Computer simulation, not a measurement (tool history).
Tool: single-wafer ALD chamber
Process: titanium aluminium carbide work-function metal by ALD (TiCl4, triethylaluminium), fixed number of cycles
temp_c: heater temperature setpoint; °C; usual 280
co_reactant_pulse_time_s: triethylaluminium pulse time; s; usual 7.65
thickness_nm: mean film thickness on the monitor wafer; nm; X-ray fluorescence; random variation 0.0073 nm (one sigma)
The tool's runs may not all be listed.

| run | hour | temp_c | co_reactant_pulse_time_s | wafers since the last listed run | hours since the last thermocouple change | hours since the last triethylaluminium bottle change | hours since the showerhead was replaced | hours since the gauge calibration | read-back reference wafer on the same gauge, thickness_nm | thickness_nm |
|---|---|---|---|---|---|---|---|---|---|---|
| 1 | 0 | 280 | 7.65 | 0 | 2365.5 | 1376.2 | 5977.4 | 613.3 | 1.499 | 1.616 |
| 2 | 29.2 | 280 | 7.65 | 445 | 2394.7 | 1405.4 | 6006.6 | 642.5 | 1.5 | 1.618 |
| 3 | 53.2 | 280 | 7.65 | 366 | 2418.7 | 1429.4 | 6030.6 | 666.5 | 1.501 | 1.603 |
| 4 | 87.8 | 280 | 7.65 | 527 | 2453.3 | 1464 | 6065.2 | 701.1 | 1.499 | 1.604 |
| 5 | 115.9 | 280 | 8.44 | 428 | 2481.4 | 1492.1 | 6093.3 | 729.2 | 1.5 | 1.646 |
| 6 | 136 | 280 | 7.65 | 306 | 2501.5 | 1512.2 | 6113.4 | 749.3 | 1.501 | 1.605 |
| 7 | 161.5 | 280 | 7.65 | 389 | 2527 | 1537.7 | 6138.9 | 774.8 | 1.502 | 1.614 |
| 8 | 177.1 | 274 | 7.65 | 237 | 2542.6 | 1553.3 | 6154.5 | 790.4 | 1.5 | 1.568 |
| 9 | 193.3 | 274 | 7.65 | 247 | 2558.8 | 1569.5 | 6170.7 | 806.6 | 1.498 | 1.551 |
| 10 | 228.2 | 271 | 7.65 | 532 | 2593.7 | 1604.4 | 6205.6 | 841.5 | 1.501 | 1.514 |
| 11 | 254.7 | 271 | 7.65 | 404 | 2620.2 | 1630.9 | 6232.1 | 868 | 1.502 | 1.536 |
| 12 | 287.8 | 288 | 7.65 | 504 | 2653.3 | 1664 | 6265.2 | 901.1 | 1.5 | 1.672 |
| 13 | 312.5 | 288 | 7.65 | 376 | 2678 | 1688.7 | 6289.9 | 925.8 | 1.5 | 1.674 |
| 14 | 330.4 | 292 | 8.64 | 273 | 2695.9 | 1706.6 | 6307.8 | 943.7 | 1.498 | 1.768 |
| 15 | 348.1 | 292 | 5.55 | 270 | 2713.6 | 1724.3 | 6325.5 | 961.4 | 1.499 | 1.535 |
|  | 408.2 | gauge calibrated |
|  | 420.7 | showerhead replaced, of another model than before |
| 16 | 437 | 293 | 8.43 | 1234 | 2802.5 | 1813.2 | 16.3 | 28.8 | 1.501 | 1.619 |
| 17 | 450.1 | 272 | 10.4 | 199 | 2815.6 | 1826.3 | 29.4 | 41.9 | 1.5 | 1.586 |
|  | 555.6 | thermocouple changed; heater temperature recalibrated |
| 18 | 556.1 | 287 | 6.74 | 1494 | 0.5 | 1932.3 | 135.4 | 147.9 | 1.499 | 1.355 |
|  | 572.4 | triethylaluminium bottle replaced |
| 19 | 577.3 | 291 | 8.73 | 201 | 21.7 | 4.9 | 156.6 | 169.1 | 1.5 | 1.923 |
| 20 | 609.5 | 280 | 7.65 | 491 | 53.9 | 37.1 | 188.8 | 201.3 | 1.501 | 1.75 |
| 21 | 633.2 | 287 | 5.16 | 361 | 77.6 | 60.8 | 212.5 | 225 | 1.5 | 1.512 |
| 22 | 645.5 | 293 | 6.05 | 187 | 89.9 | 73.1 | 224.8 | 237.3 | 1.499 | 1.709 |
| 23 | 663.8 | 280 | 7.65 | 279 | 108.2 | 91.4 | 243.1 | 255.6 | 1.501 | 1.74 |
| 24 | 725.6 | 280 | 7.65 | 942 | 170 | 153.2 | 304.9 | 317.4 | 1.5 | 1.715 |
| 25 | 760.5 | 280 | 9.45 | 532 | 204.9 | 188.1 | 339.8 | 352.3 | 1.499 | 1.809 |
| 26 | 794.7 | 273 | 10.3 | 521 | 239.1 | 222.3 | 374 | 386.5 | 1.498 | 1.756 |
| 27 | 826 | 280 | 7.65 | 477 | 270.4 | 253.6 | 405.3 | 417.8 | 1.5 | 1.699 |

Here are 5 independent what-if runs from the current tool condition. What would each one return?
| A | 826.4 | 280 | 7.65 | 6 | 270.8 | 254 | 405.7 | 418.2 | ? | ? |
| B | 826.4 | 268 | 7.65 | 6 | 270.8 | 254 | 405.7 | 418.2 | ? | ? |
| C | 826.4 | 267 | 7.65 | 6 | 270.8 | 254 | 405.7 | 418.2 | ? | ? |
| D | 826.4 | 272 | 9.69 | 6 | 270.8 | 254 | 405.7 | 418.2 | ? | ? |
| E | 826.4 | 288 | 6.11 | 6 | 270.8 | 254 | 405.7 | 418.2 | ? | ? |

| run | read-back reference wafer on the same gauge, thickness_nm | thickness_nm |
|---|---|---|
| A | 1.5 | 1.699 |
| B | 1.5 | 1.592 |
| C | 1.5 | 1.583 |
| D | 1.5 | 1.736 |
| E | 1.5 | 1.6 |
Take away the tool's hidden state, keep each run's random variation, and the runs would have read:
| run | thickness_nm |
|---|---|
| A | 1.777 |
| B | 1.665 |
| C | 1.656 |
| D | 1.78 |
| E | 1.713 |

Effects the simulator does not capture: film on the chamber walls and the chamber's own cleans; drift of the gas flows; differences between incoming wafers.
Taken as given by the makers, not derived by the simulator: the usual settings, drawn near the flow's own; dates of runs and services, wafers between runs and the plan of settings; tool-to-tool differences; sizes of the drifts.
